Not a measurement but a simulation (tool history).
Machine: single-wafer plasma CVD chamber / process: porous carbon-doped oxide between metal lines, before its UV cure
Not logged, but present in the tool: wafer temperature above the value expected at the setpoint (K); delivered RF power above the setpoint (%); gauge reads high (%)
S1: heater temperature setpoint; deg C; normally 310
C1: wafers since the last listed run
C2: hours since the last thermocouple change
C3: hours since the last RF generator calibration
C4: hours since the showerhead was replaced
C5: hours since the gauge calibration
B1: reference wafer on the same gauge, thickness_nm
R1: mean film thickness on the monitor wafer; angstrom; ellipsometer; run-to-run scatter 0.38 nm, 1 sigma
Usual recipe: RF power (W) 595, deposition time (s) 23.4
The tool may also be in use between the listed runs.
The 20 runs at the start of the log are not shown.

run 21 hour=1460.5 | S1=310 RF_power_(W)=680 deposition_time_(s)=19.4 | C1=910 C2=605.7 C3=1757.3 C4=648.9 C5=215.5 | B1=121.89 | R1=1177.33
run 22 hour=1521.2 | S1=304 RF_power_(W)=490 deposition_time_(s)=21 | C1=1062 C2=666.4 C3=1818 C4=709.6 C5=276.2 | B1=121.956 | R1=1094.33
-- hour=1543 RF generator calibrated
run 23 hour=1601.1 | S1=316 RF_power_(W)=690 deposition_time_(s)=23.4 | C1=1258 C2=746.3 C3=58.1 C4=789.5 C5=356.1 | B1=121.92 | R1=1413.28
run 24 hour=1638.5 | S1=322 RF_power_(W)=595 deposition_time_(s)=23.4 | C1=654 C2=783.7 C3=95.5 C4=826.9 C5=393.5 | B1=122.029 | R1=1254.34
run 25 hour=1684.7 | S1=305 RF_power_(W)=700 deposition_time_(s)=21.2 | C1=808 C2=829.9 C3=141.7 C4=873.1 C5=439.7 | B1=122.018 | R1=1371.66
run 26 hour=1758.1 | S1=310 RF_power_(W)=595 deposition_time_(s)=21.3 | C1=1285 C2=903.3 C3=215.1 C4=946.5 C5=513.1 | B1=121.899 | R1=1214.65
-- hour=1921.3 thermocouple changed; heater temperature recalibrated
run 27 hour=1998.3 | S1=298 RF_power_(W)=665 deposition_time_(s)=21.2 | C1=4065 C2=77 C3=455.3 C4=1186.7 C5=753.3 | B1=122.016 | R1=1366.02
run 28 hour=2090.5 | S1=310 RF_power_(W)=515 deposition_time_(s)=21 | C1=1614 C2=169.2 C3=547.5 C4=1278.9 C5=845.5 | B1=122.074 | R1=1094.48
run 29 hour=2127.8 | S1=300 RF_power_(W)=690 deposition_time_(s)=26 | C1=653 C2=206.5 C3=584.8 C4=1316.2 C5=882.8 | B1=121.975 | R1=1674.98
run 30 hour=2233.1 | S1=314 RF_power_(W)=595 deposition_time_(s)=26.2 | C1=1843 C2=311.8 C3=690.1 C4=1421.5 C5=988.1 | B1=121.903 | R1=1441.81
run 31 hour=2306 | S1=310 RF_power_(W)=595 deposition_time_(s)=23.4 | C1=1276 C2=384.7 C3=763 C4=1494.4 C5=1061 | B1=121.987 | R1=1315.11
run 32 hour=2395.4 | S1=297 RF_power_(W)=685 deposition_time_(s)=19.3 | C1=1565 C2=474.1 C3=852.4 C4=1583.8 C5=1150.4 | B1=122.055 | R1=1269.95
run 33 hour=2474.9 | S1=310 RF_power_(W)=495 deposition_time_(s)=23.4 | C1=1391 C2=553.6 C3=931.9 C4=1663.3 C5=1229.9 | B1=121.967 | R1=1193.19
run 34 hour=2540.4 | S1=310 RF_power_(W)=520 deposition_time_(s)=23.4 | C1=1146 C2=619.1 C3=997.4 C4=1728.8 C5=1295.4 | B1=121.911 | R1=1223.42

4 ways to go on from here, each from the tool as it stands after run 34. What would each give?
run A hour=2540.8 | S1=310 RF_power_(W)=705 deposition_time_(s)=23.4 | C1=7 C2=619.5 C3=997.8 C4=1729.2 C5=1295.8 | B1=? | R1=?
run B hour=2540.8 | S1=310 RF_power_(W)=635 deposition_time_(s)=23.4 | C1=7 C2=619.5 C3=997.8 C4=1729.2 C5=1295.8 | B1=? | R1=?
run C hour=2540.8 | S1=323 RF_power_(W)=685 deposition_time_(s)=25.5 | C1=7 C2=619.5 C3=997.8 C4=1729.2 C5=1295.8 | B1=? | R1=?
run D hour=2540.8 | S1=310 RF_power_(W)=650 deposition_time_(s)=28 | C1=7 C2=619.5 C3=997.8 C4=1729.2 C5=1295.8 | B1=? | R1=?

run=A B1=121.937 R1=1447.15
run=B B1=121.937 R1=1364.34
run=C B1=121.937 R1=1448.16
run=D B1=121.937 R1=1644.59
Without the tool's unlogged condition, the same runs would have read:
run=A R1=1458.99
run=B R1=1375.86
run=C R1=1461.08
run=D R1=1658.47
